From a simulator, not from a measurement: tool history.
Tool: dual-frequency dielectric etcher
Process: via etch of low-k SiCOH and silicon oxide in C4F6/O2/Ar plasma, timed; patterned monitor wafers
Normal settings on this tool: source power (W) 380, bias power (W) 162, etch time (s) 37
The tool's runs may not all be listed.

run	hour	source power (W)	bias power (W)	etch time (s)	read-back reference wafer on the same gauge, depth_nm	mean etch depth across the wafer (Å)
1	0	440	162	31.5	107.8	825
2	34.8	440	162	31.5	107.6	836
3	55.9	380	174	30.5	107.8	789
4	71.3	380	174	30.5	107.6	788
5	85	380	174	30.5	107.6	795
6	111	380	162	37	107.6	939
7	134.5	380	162	37	107.6	928
8	152	380	162	37	107.6	939
# hour 178.8: wet clean of the chamber
9	180.3	380	162	37	107.6	848
10	212.5	380	162	37	107.7	848
# hour 217.6: bias power generator calibrated
11	232.2	380	162	37	107.7	853
12	246.6	290	179	46	107.7	1010
# hour 273.4: wet clean of the chamber, repeated, since the last time left the tool worse
# hour 292.2: upper electrode replaced
13	292.7	320	194	37	107.6	916
14	293	330	192	37	107.7	923
15	302.9	290	179	46	107.7	1081
16	327.6	310	162	37	107.8	860
17	360.3	380	146	29	107.8	692
18	374	380	192	37	107.6	979
# hour 386.4: source power generator calibrated
# hour 387.7: gauge calibrated
19	400.6	380	146	29	107.8	696
20	433.7	380	162	37	107.5	915
21	456.3	380	162	37	107.8	931
22	483.1	480	135	29.5	107.7	754
23	512	320	146	42.5	107.8	968

Predict each of these 5 candidate next runs independently; none follows another, all start after run 23:
A	512.4	380	162	44	?	?
B	512.4	420	197	31.5	?	?
C	512.4	470	191	30.5	?	?
D	512.4	470	196	30.5	?	?
E	512.4	380	146	37	?	?

run	read-back reference wafer on the same gauge, depth_nm	mean etch depth across the wafer (Å)
A	107.8	1104
B	107.8	876
C	107.8	872
D	107.8	880
E	107.8	896
With no hidden state in the tool, these same runs would have given:
run	mean etch depth across the wafer (Å)
A	1083
B	859
C	855
D	863
E	878
